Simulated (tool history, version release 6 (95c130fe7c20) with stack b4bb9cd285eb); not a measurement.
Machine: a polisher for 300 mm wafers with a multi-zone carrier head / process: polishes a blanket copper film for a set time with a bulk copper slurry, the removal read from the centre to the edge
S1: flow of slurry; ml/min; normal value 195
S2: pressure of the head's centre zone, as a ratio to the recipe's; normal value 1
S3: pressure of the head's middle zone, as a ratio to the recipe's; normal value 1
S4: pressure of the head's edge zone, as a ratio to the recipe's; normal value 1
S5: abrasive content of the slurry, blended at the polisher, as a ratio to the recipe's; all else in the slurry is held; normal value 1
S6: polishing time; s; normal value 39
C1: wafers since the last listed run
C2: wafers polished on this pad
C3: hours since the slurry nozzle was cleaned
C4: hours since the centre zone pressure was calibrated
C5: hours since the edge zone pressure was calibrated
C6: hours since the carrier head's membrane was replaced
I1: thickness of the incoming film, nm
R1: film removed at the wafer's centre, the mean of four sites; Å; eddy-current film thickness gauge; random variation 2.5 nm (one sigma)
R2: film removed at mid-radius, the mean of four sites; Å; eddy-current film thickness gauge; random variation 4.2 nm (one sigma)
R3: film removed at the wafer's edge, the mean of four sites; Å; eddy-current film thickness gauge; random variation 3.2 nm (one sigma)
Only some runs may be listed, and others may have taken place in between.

run,hour,S1,S2,S3,S4,S5,S6,C1,C2,C3,C4,C5,C6,I1,R1,R2,R3
1,0,195,1,1,1,1,39,0,594,84.7,64.1,933.3,1096.3,2187.6,3302,3295,3218
2,39.6,195,1,1,1,1,39,284,879,124.3,103.7,972.9,1135.9,2185.2,3231,3238,3227
3,60.6,195,1,1,1,1.25,39,150,1030,145.3,124.7,993.9,1156.9,2222.9,3404,3476,3329
4,85.8,195,1,1,1,1.25,39,181,1211,170.5,149.9,1019.1,1182.1,2199,3357,3443,3290
5,117.8,195,1,1,1,1.25,39,230,1441,202.5,181.9,1051.1,1214.1,2190.4,3339,3403,3383
# hour 124.4: worn pad replaced by a new one
6,144.7,195,1.08,1,1,1,39,164,145,229.4,208.8,1078,1241,2165.4,3681,3503,3392
7,158.6,195,1,1,1,1,29,99,245,243.3,222.7,1091.9,1254.9,2209.4,2567,2564,2487
8,176,195,1,1,1,1,39,125,370,260.7,240.1,1109.3,1272.3,2182.3,3386,3476,3338
9,196.4,195,1,1,1,1,39,146,517,281.1,260.5,1129.7,1292.7,2171,3310,3404,3309
10,222.5,195,1,1,1,1,39,187,705,307.2,286.6,1155.8,1318.8,2172,3317,3341,3258
# hour 250.1: edge zone pressure recalibrated
11,250.6,260,1,1.1,1,1,46,187,892,335.3,314.7,0.5,1346.9,2165.5,4019,4390,3872
12,275,195,1,0.91,1,1,39,175,1068,359.7,339.1,24.9,1371.3,2169.3,3255,3065,3242
# hour 297.5: centre zone pressure recalibrated
13,299.5,195,1,0.9,1,1,39,161,1229,384.2,2,49.4,1395.8,2212.9,3297,3063,3249
# hour 305.7: worn pad replaced by a new one
# hour 329.6: carrier head's membrane replaced by a new one
14,330,195,1,1,1,1,49,154,138,414.7,32.5,79.9,0.4,2191.1,4341,4425,4211
15,364.5,195,1,1,0.9,1,39,248,386,449.2,67,114.4,34.9,2181.2,3320,3364,3162
# hour 374.3: slurry nozzle cleaned
16,396,195,0.89,1.09,1,0.85,39,219,606,21.7,98.5,145.9,66.4,2173.6,2937,3465,3117
17,445,195,1,0.9,1,1,39,352,958,70.7,147.5,194.9,115.4,2187.3,3251,3080,3208
18,472.2,195,1,0.89,1,1,39,195,1153,97.9,174.7,222.1,142.6,2207.6,3248,3041,3242
19,503.4,195,1,1,1,1,39,224,1378,129.1,205.9,253.3,173.8,2146.3,3226,3348,3156
# hour 526.2: worn pad replaced by a new one
20,526.7,265,0.96,0.91,1,1,39,138,3,152.4,229.2,276.6,197.1,2165.2,3563,3416,3599

Predict each of these 4 candidate next runs independently; none follows another, all start after run 20:
A,527.1,195,1,1,1,1,39,2,6,152.8,229.6,277,197.5,2225.3,?,?,?
B,527.1,195,1,1,1.05,1,39,2,6,152.8,229.6,277,197.5,2225.3,?,?,?
C,527.1,195,1,1,1,1.15,39,2,6,152.8,229.6,277,197.5,2225.3,?,?,?
D,527.1,215,1,1,1,1,52,2,6,152.8,229.6,277,197.5,2225.3,?,?,?

run,R1,R2,R3
A,3541,3530,3473
B,3541,3530,3556
C,3627,3616,3557
D,4791,4769,4676
Stripped of hidden state, with their random variation kept, the same runs would have yielded:
run,R1,R2,R3
A,3551,3540,3483
B,3551,3540,3567
C,3637,3626,3568
D,4805,4783,4689
